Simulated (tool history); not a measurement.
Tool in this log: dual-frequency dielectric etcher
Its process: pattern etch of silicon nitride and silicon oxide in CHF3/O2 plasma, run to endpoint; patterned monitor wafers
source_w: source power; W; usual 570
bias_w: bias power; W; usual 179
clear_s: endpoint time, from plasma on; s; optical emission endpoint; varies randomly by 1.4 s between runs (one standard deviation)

run	hour	source_w	bias_w	wafers since the last listed run	hours since the last wet clean	hours since the last source power generator calibration	hours since the last bias power generator calibration	hours since the last upper electrode change	incoming incoming film thickness, nm	clear_s
1	0.0	570	179	0	268.1	2472.4	2066.4	5730.2	294.9	185.5
2	25.4	570	179	141	293.5	2497.8	2091.8	5755.6	297.3	186.5
3	61.3	570	179	199	329.4	2533.7	2127.7	5791.5	293.7	185.4
4	84.7	570	179	130	352.8	2557.1	2151.1	5814.9	291.5	184.6
5	111.0	570	179	146	379.1	2583.4	2177.4	5841.2	288.5	182.3
# hour 146.8: upper electrode replaced
6	147.3	570	179	68	415.4	2619.7	2213.7	0.5	292.1	183.7
7	152.6	570	179	29	420.7	2625.0	2219.0	5.8	291.4	184.3
8	165.1	570	179	69	433.2	2637.5	2231.5	18.3	294.1	190.3
# hour 199.9: bias power generator calibrated
9	200.4	570	135	174	468.5	2672.8	0.5	53.6	294.0	204.9
# hour 236.5: wet clean of the chamber
10	237.0	570	179	70	0.5	2709.4	37.1	90.2	295.4	178.2
11	258.1	620	215	117	21.6	2730.5	58.2	111.3	293.7	156.8
# hour 269.4: source power generator calibrated
12	287.6	470	162	141	51.1	18.2	87.7	140.8	293.3	207.5
13	307.3	570	179	109	70.8	37.9	107.4	160.5	290.7	176.5
14	339.6	570	179	179	103.1	70.2	139.7	192.8	292.4	178.5
15	369.4	680	156	165	132.9	100.0	169.5	222.6	291.6	170.8
16	397.4	620	161	155	160.9	128.0	197.5	250.6	289.7	177.4

Some steps in clear_s between neighbouring runs. How much of each would the tool show without its hidden state too (settings, what came in, random variation), and how much is left for the hidden state, with any gauge scatter that isn't in both results?
What the log doesn't record here: etch rate over this chamber's usual, %; source power that arrives over what is set, %; bias power that arrives over what is set, %.
Run 9 -> 10: bias_w 135 -> 179, wet clean of the chamber. clear_s -26.7 s: hidden state -11.3, all else -15.4.
Run 11 -> 12: source_w 620 -> 470, bias_w 215 -> 162, source power generator calibrated. clear_s +50.7 s: hidden state +0.6, all else +50.1.
